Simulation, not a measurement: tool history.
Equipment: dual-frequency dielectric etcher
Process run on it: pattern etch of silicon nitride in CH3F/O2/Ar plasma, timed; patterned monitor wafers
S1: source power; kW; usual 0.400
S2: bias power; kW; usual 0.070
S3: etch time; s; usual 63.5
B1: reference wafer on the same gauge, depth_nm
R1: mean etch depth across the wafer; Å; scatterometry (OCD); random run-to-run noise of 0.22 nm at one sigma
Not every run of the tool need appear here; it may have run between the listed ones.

{"run": 1, "hour": 0.0, "S1": 0.4, "S2": 0.07, "S3": 63.5, "B1": 55.86, "R1": 478.2}
{"run": 2, "hour": 46.3, "S1": 0.4, "S2": 0.07, "S3": 63.5, "B1": 55.83, "R1": 476.9}
{"run": 3, "hour": 87.4, "S1": 0.4, "S2": 0.07, "S3": 63.5, "B1": 55.77, "R1": 472.1}
{"hour": 176.3, "done": "bias power generator calibrated"}
{"run": 4, "hour": 186.3, "S1": 0.4, "S2": 0.06, "S3": 63.5, "B1": 55.86, "R1": 454.5}
{"run": 5, "hour": 226.2, "S1": 0.4, "S2": 0.06, "S3": 63.5, "B1": 55.82, "R1": 455.3}
{"run": 6, "hour": 279.1, "S1": 0.4, "S2": 0.06, "S3": 63.5, "B1": 55.83, "R1": 453.8}
{"hour": 326.1, "done": "gauge calibrated"}
{"run": 7, "hour": 335.4, "S1": 0.4, "S2": 0.07, "S3": 63.5, "B1": 55.79, "R1": 476.4}
{"run": 8, "hour": 371.0, "S1": 0.4, "S2": 0.07, "S3": 63.5, "B1": 55.78, "R1": 474.9}
{"hour": 422.1, "done": "wet clean of the chamber"}
{"run": 9, "hour": 422.6, "S1": 0.4, "S2": 0.07, "S3": 63.5, "B1": 55.79, "R1": 474.1}
{"run": 10, "hour": 474.9, "S1": 0.4, "S2": 0.084, "S3": 63.5, "B1": 55.77, "R1": 507.2}
{"hour": 508.8, "done": "upper electrode replaced"}
{"run": 11, "hour": 536.0, "S1": 0.32, "S2": 0.078, "S3": 50.5, "B1": 55.75, "R1": 363.1}
{"run": 12, "hour": 591.4, "S1": 0.4, "S2": 0.053, "S3": 69.5, "B1": 55.84, "R1": 478.0}
{"run": 13, "hour": 653.5, "S1": 0.4, "S2": 0.06, "S3": 48.5, "B1": 55.87, "R1": 346.2}
{"run": 14, "hour": 692.0, "S1": 0.45, "S2": 0.07, "S3": 63.5, "B1": 55.8, "R1": 495.0}
{"run": 15, "hour": 720.2, "S1": 0.45, "S2": 0.058, "S3": 63.5, "B1": 55.78, "R1": 468.2}
{"run": 16, "hour": 768.9, "S1": 0.4, "S2": 0.07, "S3": 63.5, "B1": 55.84, "R1": 475.0}
{"run": 17, "hour": 818.6, "S1": 0.44, "S2": 0.057, "S3": 73.0, "B1": 55.88, "R1": 528.9}
{"run": 18, "hour": 870.3, "S1": 0.4, "S2": 0.07, "S3": 70.5, "B1": 55.77, "R1": 529.7}
{"hour": 879.8, "done": "source power generator calibrated"}
{"run": 19, "hour": 917.5, "S1": 0.32, "S2": 0.078, "S3": 50.5, "B1": 55.89, "R1": 368.3}
{"hour": 974.8, "done": "wet clean of the chamber"}
{"run": 20, "hour": 975.3, "S1": 0.4, "S2": 0.07, "S3": 63.5, "B1": 55.83, "R1": 479.4}
{"run": 21, "hour": 1023.9, "S1": 0.35, "S2": 0.086, "S3": 73.0, "B1": 55.82, "R1": 558.8}
{"run": 22, "hour": 1090.8, "S1": 0.36, "S2": 0.087, "S3": 80.5, "B1": 55.79, "R1": 623.8}
{"run": 23, "hour": 1128.6, "S1": 0.4, "S2": 0.081, "S3": 63.5, "B1": 55.75, "R1": 501.3}
{"run": 24, "hour": 1175.5, "S1": 0.4, "S2": 0.063, "S3": 72.0, "B1": 55.84, "R1": 521.7}
{"run": 25, "hour": 1201.9, "S1": 0.4, "S2": 0.088, "S3": 63.5, "B1": 55.83, "R1": 515.0}
{"run": 26, "hour": 1263.1, "S1": 0.4, "S2": 0.07, "S3": 63.5, "B1": 55.83, "R1": 477.4}
{"run": 27, "hour": 1341.9, "S1": 0.31, "S2": 0.07, "S3": 79.5, "B1": 55.83, "R1": 544.6}
{"run": 28, "hour": 1391.0, "S1": 0.35, "S2": 0.07, "S3": 63.5, "B1": 55.8, "R1": 458.7}
{"hour": 1453.7, "done": "wet clean of the chamber"}
{"run": 29, "hour": 1459.4, "S1": 0.34, "S2": 0.059, "S3": 63.5, "B1": 55.72, "R1": 429.1}

Predict each of these 5 candidate next runs independently; none follows another, all start after run 29:
{"run": "A", "hour": 1459.8, "S1": 0.4, "S2": 0.07, "S3": 63.5, "B1": "?", "R1": "?"}
{"run": "B", "hour": 1459.8, "S1": 0.32, "S2": 0.053, "S3": 50.5, "B1": "?", "R1": "?"}
{"run": "C", "hour": 1459.8, "S1": 0.45, "S2": 0.077, "S3": 75.5, "B1": "?", "R1": "?"}
{"run": "D", "hour": 1459.8, "S1": 0.4, "S2": 0.07, "S3": 71.0, "B1": "?", "R1": "?"}
{"run": "E", "hour": 1459.8, "S1": 0.33, "S2": 0.056, "S3": 63.5, "B1": "?", "R1": "?"}

run=A B1=55.78 R1=479.3
run=B B1=55.78 R1=324.5
run=C B1=55.78 R1=611.6
run=D B1=55.78 R1=535.9
run=E B1=55.78 R1=419.1
Stripped of hidden state, with their random variation kept, the same runs would have yielded:
run=A R1=479.3
run=B R1=324.5
run=C R1=611.6
run=D R1=535.9
run=E R1=419.1
